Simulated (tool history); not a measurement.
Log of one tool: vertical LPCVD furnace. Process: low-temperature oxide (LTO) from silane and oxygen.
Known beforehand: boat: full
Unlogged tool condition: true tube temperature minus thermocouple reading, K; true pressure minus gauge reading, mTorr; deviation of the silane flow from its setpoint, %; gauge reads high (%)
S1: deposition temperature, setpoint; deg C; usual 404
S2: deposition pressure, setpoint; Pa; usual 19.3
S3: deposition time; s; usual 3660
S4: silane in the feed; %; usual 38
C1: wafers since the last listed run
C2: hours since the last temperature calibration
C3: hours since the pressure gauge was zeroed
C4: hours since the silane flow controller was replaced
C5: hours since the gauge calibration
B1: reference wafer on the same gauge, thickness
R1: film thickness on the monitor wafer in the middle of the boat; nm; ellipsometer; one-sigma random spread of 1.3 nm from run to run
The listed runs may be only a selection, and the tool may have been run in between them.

run 1 day=0 | S1=404 S2=19.3 S3=3660 S4=38 | C1=0 C2=3581.8 C3=4484.2 C4=3807.9 C5=872.8 | B1=319.05 | R1=340.95
-- day=0.192 gauge calibrated
run 2 day=0.388 | S1=404 S2=19.3 S3=3660 S4=38 | C1=94 C2=3591.1 C3=4493.5 C4=3817.2 C5=4.7 | B1=318.61 | R1=338.26
run 3 day=1.188 | S1=404 S2=19.3 S3=3660 S4=38 | C1=194 C2=3610.3 C3=4512.7 C4=3836.4 C5=23.9 | B1=318.79 | R1=339.71
run 4 day=1.6 | S1=404 S2=19.3 S3=3660 S4=38 | C1=100 C2=3620.2 C3=4522.6 C4=3846.3 C5=33.8 | B1=318.71 | R1=338.39
-- day=3.196 thermocouples replaced and temperature profile calibrated
run 5 day=3.217 | S1=404 S2=19.3 S3=3660 S4=38 | C1=149 C2=0.5 C3=4561.4 C4=3885.1 C5=72.6 | B1=318.8 | R1=339.2
run 6 day=3.45 | S1=404 S2=19.3 S3=3660 S4=38 | C1=56 C2=6.1 C3=4567 C4=3890.7 C5=78.2 | B1=318.91 | R1=339.58
run 7 day=4.012 | S1=404 S2=19.3 S3=3660 S4=38 | C1=136 C2=19.6 C3=4580.5 C4=3904.2 C5=91.7 | B1=319.17 | R1=337.43
run 8 day=4.862 | S1=404 S2=19.3 S3=3660 S4=38 | C1=206 C2=40 C3=4600.9 C4=3924.6 C5=112.1 | B1=319.22 | R1=339.07
run 9 day=5.65 | S1=410 S2=19.3 S3=3030 S4=38 | C1=191 C2=58.9 C3=4619.8 C4=3943.5 C5=131 | B1=318.44 | R1=299.66
run 10 day=6.304 | S1=408 S2=21.3 S3=3240 S4=38 | C1=158 C2=74.6 C3=4635.5 C4=3959.2 C5=146.7 | B1=319.42 | R1=346.61
run 11 day=7.2 | S1=404 S2=19.3 S3=3660 S4=38 | C1=217 C2=96.1 C3=4657 C4=3980.7 C5=168.2 | B1=318.8 | R1=338.8
run 12 day=7.9 | S1=400 S2=19.3 S3=5130 S4=38 | C1=169 C2=112.9 C3=4673.8 C4=3997.5 C5=185 | B1=319.18 | R1=453.76
run 13 day=8.246 | S1=411 S2=22.7 S3=2610 S4=43 | C1=83 C2=121.2 C3=4682.1 C4=4005.8 C5=193.3 | B1=319.1 | R1=351.26
run 14 day=8.712 | S1=404 S2=19.3 S3=3030 S4=34 | C1=113 C2=132.4 C3=4693.3 C4=4017 C5=204.5 | B1=318.96 | R1=243.19
-- day=10.038 pressure gauge zeroed
-- day=10.671 silane flow controller replaced
run 15 day=10.692 | S1=398 S2=19.3 S3=3660 S4=35 | C1=83 C2=179.9 C3=15.7 C4=0.5 C5=252 | B1=318.97 | R1=283.93
run 16 day=10.925 | S1=414 S2=15.3 S3=2310 S4=32 | C1=56 C2=185.5 C3=21.3 C4=6.1 C5=257.6 | B1=319.11 | R1=151.21
run 17 day=11.162 | S1=404 S2=19.3 S3=3030 S4=34 | C1=57 C2=191.2 C3=27 C4=11.8 C5=263.3 | B1=319.2 | R1=241.25
run 18 day=11.396 | S1=411 S2=19.3 S3=3660 S4=38 | C1=56 C2=196.8 C3=32.6 C4=17.4 C5=268.9 | B1=319.04 | R1=368.51
run 19 day=11.821 | S1=404 S2=19.3 S3=3030 S4=34 | C1=103 C2=207 C3=42.8 C4=27.6 C5=279.1 | B1=319.14 | R1=243.8
run 20 day=12.258 | S1=404 S2=14.7 S3=2400 S4=33 | C1=106 C2=217.5 C3=53.3 C4=38.1 C5=289.6 | B1=318.88 | R1=140.71
run 21 day=12.654 | S1=393 S2=16.7 S3=2880 S4=32 | C1=96 C2=227 C3=62.8 C4=47.6 C5=299.1 | B1=318.76 | R1=160.57
run 22 day=13.071 | S1=414 S2=14.7 S3=2550 S4=33 | C1=101 C2=237 C3=72.8 C4=57.6 C5=309.1 | B1=319.18 | R1=165.52
run 23 day=13.925 | S1=404 S2=19.3 S3=3660 S4=38 | C1=207 C2=257.5 C3=93.3 C4=78.1 C5=329.6 | B1=319.37 | R1=339.09
run 24 day=14.438 | S1=400 S2=23.3 S3=3660 S4=33 | C1=124 C2=269.8 C3=105.6 C4=90.4 C5=341.9 | B1=318.54 | R1=324.56
run 25 day=14.829 | S1=404 S2=17.3 S3=3660 S4=38 | C1=95 C2=279.2 C3=115 C4=99.8 C5=351.3 | B1=318.51 | R1=303.62
run 26 day=16.208 | S1=404 S2=21.3 S3=3660 S4=35 | C1=334 C2=312.3 C3=148.1 C4=132.9 C5=384.4 | B1=318.77 | R1=337.05
run 27 day=16.546 | S1=404 S2=19.3 S3=3660 S4=38 | C1=81 C2=320.4 C3=156.2 C4=141 C5=392.5 | B1=319.05 | R1=340.44
run 28 day=17.062 | S1=395 S2=19.3 S3=3090 S4=38 | C1=125 C2=332.8 C3=168.6 C4=153.4 C5=404.9 | B1=318.76 | R1=258.51
run 29 day=17.529 | S1=404 S2=19.3 S3=3660 S4=38 | C1=113 C2=344 C3=179.8 C4=164.6 C5=416.1 | B1=319.22 | R1=337.53
run 30 day=18.129 | S1=404 S2=19.3 S3=3660 S4=38 | C1=145 C2=358.4 C3=194.2 C4=179 C5=430.5 | B1=319.31 | R1=337.99
run 31 day=18.929 | S1=404 S2=19.3 S3=3660 S4=34 | C1=194 C2=377.6 C3=213.4 C4=198.2 C5=449.7 | B1=319 | R1=291.24

Run-by-run hidden state of the tool:
true tube temperature minus thermocouple reading, K: 0, the same for each run
true pressure minus gauge reading, mTorr: 0, the same for each run
deviation of the silane flow from its setpoint, %: 0, the same for each run
gauge reads high (%): 0, the same for each run
